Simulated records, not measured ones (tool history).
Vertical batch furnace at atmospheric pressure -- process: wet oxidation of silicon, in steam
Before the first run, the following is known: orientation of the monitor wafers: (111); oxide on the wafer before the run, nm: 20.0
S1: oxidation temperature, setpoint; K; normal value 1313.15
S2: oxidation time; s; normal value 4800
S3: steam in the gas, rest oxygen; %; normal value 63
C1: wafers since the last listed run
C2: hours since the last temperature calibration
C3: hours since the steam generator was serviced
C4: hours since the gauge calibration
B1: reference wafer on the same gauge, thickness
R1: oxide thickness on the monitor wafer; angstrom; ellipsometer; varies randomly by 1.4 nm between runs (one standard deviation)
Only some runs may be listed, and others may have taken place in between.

run     day       S1    S2  S3   C1      C2      C3     C4      B1      R1
  1   0.000  1313.15  5700  54    0  3781.4  2268.1  480.5  591.30  5543.4
  2   0.979  1313.15  5700  54  170  3804.9  2291.6  504.0  591.39  5535.3
  3   1.896  1313.15  5700  54  159  3826.9  2313.6  526.0  592.20  5536.0
  4   2.388  1313.15  4800  63   85  3838.7  2325.4  537.8  592.01  5464.5
  5   3.400  1313.15  4800  63  176  3863.0  2349.7  562.1  592.43  5482.7
  6   3.950  1313.15  4800  63   95  3876.2  2362.9  575.3  592.18  5486.6
  7   4.338  1313.15  4800  63   67  3885.5  2372.2  584.6  591.81  5483.0
  8   4.733  1326.15  4800  63   69  3895.0  2381.7  594.1  591.54  5800.4
  9   5.175  1326.15  4800  63   77  3905.6  2392.3  604.7  592.04  5800.7
 10   5.575  1326.15  4800  63   69  3915.2  2401.9  614.3  592.14  5798.3
 11   6.196  1313.15  4800  63  108  3930.1  2416.8  629.2  592.34  5472.7
 12   7.171  1313.15  4800  55  170  3953.5  2440.2  652.6  591.53  5075.5
 13   7.696  1313.15  4800  55   91  3966.1  2452.8  665.2  592.03  5086.5
 14   8.654  1313.15  4800  63  167  3989.1  2475.8  688.2  591.76  5488.8
 15  10.617  1313.15  4800  63  342  4036.2  2522.9  735.3  592.49  5463.5
 16  11.625  1313.15  5760  63  175  4060.4  2547.1  759.5  591.42  6062.4
 17  12.021  1313.15  4800  63   69  4069.9  2556.6  769.0  591.79  5494.0
 18  12.617  1320.15  5880  60  103  4084.2  2570.9  783.3  592.25  6178.0
 19  13.612  1323.15  3390  63  173  4108.1  2594.8  807.2  592.57  4693.7
 20  14.300  1289.15  6120  63  119  4124.6  2611.3  823.7  591.99  5627.7
 21  15.200  1337.15  2790  53  156  4146.2  2632.9  845.3  591.37  4049.1
     16.633  -- steam generator serviced
 22  16.654  1296.15  4800  71   79  4181.1     0.5  880.2  591.49  5314.4
 23  16.896  1294.15  3300  63   42  4186.9     6.3  886.0  592.55  3916.5
 24  17.671  1300.15  6330  71  135  4205.5    24.9  904.6  592.01  6360.8
     19.225  -- thermocouples replaced and temperature profile calibrated
 25  19.246  1313.15  4800  63  100     0.5    62.7  942.4  592.15  5364.8
 26  19.488  1328.15  4800  63   42     6.3    68.5  948.2  592.11  5728.4
 27  19.729  1313.15  3270  70   42    12.1    74.3  954.0  592.87  4563.2
     20.221  -- gauge calibrated
 28  20.592  1313.15  4800  74  150    32.8    95.0    8.9  592.01  5860.4
     21.917  -- steam generator serviced, repeated, since the last time left the tool worse
 29  21.938  1313.15  6930  67   60    65.1     0.5   41.2  591.96  7209.8

Run 30 has not been measured yet. What should we expect?
 30  22.179  1313.15  4800  63  42  70.9  6.3  47.0   ?   ?

B1: 591.53
R1: 5710.3 angstrom
With no hidden state in the tool, this same run would have given R1 5717.8 angstrom.

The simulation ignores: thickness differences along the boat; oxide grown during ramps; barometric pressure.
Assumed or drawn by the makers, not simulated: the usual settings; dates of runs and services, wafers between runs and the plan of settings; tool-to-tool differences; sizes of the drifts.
